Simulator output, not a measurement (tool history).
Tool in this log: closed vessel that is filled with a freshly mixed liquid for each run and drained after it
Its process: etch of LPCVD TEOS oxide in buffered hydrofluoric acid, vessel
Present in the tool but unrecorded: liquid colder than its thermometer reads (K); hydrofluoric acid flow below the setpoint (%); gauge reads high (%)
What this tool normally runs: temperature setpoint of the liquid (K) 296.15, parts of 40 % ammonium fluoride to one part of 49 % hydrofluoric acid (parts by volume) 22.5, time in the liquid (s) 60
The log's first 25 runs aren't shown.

run     day  temperature setpoint of the liquid (K)  parts of 40 % ammonium fluoride to one part of 49 % hydrofluoric acid (parts by volume)  time in the liquid (s)  wafers since the last listed run  hours since the thermometer was replaced  hours since the hydrofluoric acid flow meter was replaced  hours since the gauge calibration  read-back film thickness of the LPCVD TEOS oxide reference wafer, read on the same gauge (nm)  thickness taken off the LPCVD TEOS oxide on a monitor wafer (nm)
 26  13.146                                  296.15                                                                                       20                      60                               743                                       210                                                      150.6                              181.9                                                                                         119.99                                                             42.77
 27  13.396                                  296.15                                                                                     22.5                      60                               402                                       216                                                      156.6                              187.9                                                                                         120.02                                                              39.2
 28  13.662                                  294.65                                                                                       28                      80                               428                                     222.4                                                        163                              194.3                                                                                         120.02                                                              41.6
 29  14.767                                  300.65                                                                                       30                      75                              1775                                     248.9                                                      189.5                              220.8                                                                                         119.99                                                             51.21
 30    15.2                                  294.15                                                                                       27                      70                               696                                     259.3                                                      199.9                              231.2                                                                                            120                                                             36.02
 31  15.683                                  296.15                                                                                     22.5                      60                               777                                     270.9                                                      211.5                              242.8                                                                                            120                                                             39.18
 32   16.25                                  296.15                                                                                     22.5                      60                               911                                     284.5                                                      225.1                              256.4                                                                                         120.02                                                             38.99
 33  16.588                                  293.15                                                                                       20                      50                               542                                     292.6                                                      233.2                              264.5                                                                                            120                                                              29.8

4 options for the next run, each taken on its own from the tool as it stands now. Forecast them:
  A  16.617                                  296.15                                                                                     22.5                      60                                46                                     293.3                                                      233.9                              265.2                                                                                              ?                                                                 ?
  B  16.617                                  296.15                                                                                       14                      30                                46                                     293.3                                                      233.9                              265.2                                                                                              ?                                                                 ?
  C  16.617                                  293.15                                                                                       30                      50                                46                                     293.3                                                      233.9                              265.2                                                                                              ?                                                                 ?
  D  16.617                                  296.15                                                                                     22.5                      75                                46                                     293.3                                                      233.9                              265.2                                                                                              ?                                                                 ?

run  read-back film thickness of the LPCVD TEOS oxide reference wafer, read on the same gauge (nm)  thickness taken off the LPCVD TEOS oxide on a monitor wafer (nm)
  A                                                                                         119.99                                                             39.02
  B                                                                                         119.99                                                             29.96
  C                                                                                         119.99                                                             22.47
  D                                                                                         119.99                                                             48.77
Take away the tool's hidden state, keep each run's random variation, and the runs would have read:
run  thickness taken off the LPCVD TEOS oxide on a monitor wafer (nm)
  A                                                                40
  B                                                             30.82
  C                                                             23.12
  D                                                                50
